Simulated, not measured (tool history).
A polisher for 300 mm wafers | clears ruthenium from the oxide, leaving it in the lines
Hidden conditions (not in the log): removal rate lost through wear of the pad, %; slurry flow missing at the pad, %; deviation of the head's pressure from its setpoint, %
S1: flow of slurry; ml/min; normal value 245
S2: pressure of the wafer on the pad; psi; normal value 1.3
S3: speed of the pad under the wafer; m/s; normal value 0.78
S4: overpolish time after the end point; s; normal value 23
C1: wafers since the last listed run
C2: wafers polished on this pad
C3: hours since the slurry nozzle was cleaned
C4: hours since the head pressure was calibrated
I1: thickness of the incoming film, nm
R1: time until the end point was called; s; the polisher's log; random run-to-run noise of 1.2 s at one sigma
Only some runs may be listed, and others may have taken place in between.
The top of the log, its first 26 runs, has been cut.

run,hour,S1,S2,S3,S4,C1,C2,C3,C4,I1,R1
# hour 612.7: worn pad replaced by a new one, of another model than before
27,613.2,310,0.9,0.64,23,201,3,212.7,289.7,54.6,108.3
28,624.1,245,1.3,0.78,23,68,71,223.6,300.6,55.7,85.0
29,638.3,285,1.3,0.90,23,88,160,237.8,314.8,54.6,75.8
30,703.3,290,1.3,0.78,23,407,567,302.8,379.8,55.5,84.4
31,735.2,245,1.3,0.86,23,199,767,334.7,411.7,55.4,82.5
32,753.2,315,1.3,0.78,27,112,880,352.7,429.7,55.8,85.7
# hour 770.4: worn pad replaced by a new one
33,786.2,305,1.5,0.78,23,181,98,385.7,462.7,55.7,76.7
34,810.9,310,1.3,0.64,18,154,253,410.4,487.4,54.0,91.7
35,826.7,245,1.3,0.78,15,98,352,426.2,503.2,54.7,86.1

Consider 3 possible next runs. They are alternatives, not a sequence: every one starts from the tool as it was left by run 35. What does each give?
A,827.2,245,1.3,0.78,23,3,355,426.7,503.7,56.1,?
B,827.2,245,1.3,0.78,17,3,355,426.7,503.7,56.1,?
C,827.2,245,0.9,0.58,23,3,355,426.7,503.7,56.1,?

run,R1
A,87.4
B,87.4
C,123.0
What these runs would have given with no unlogged condition in the tool:
run,R1
A,85.6
B,85.6
C,120.4
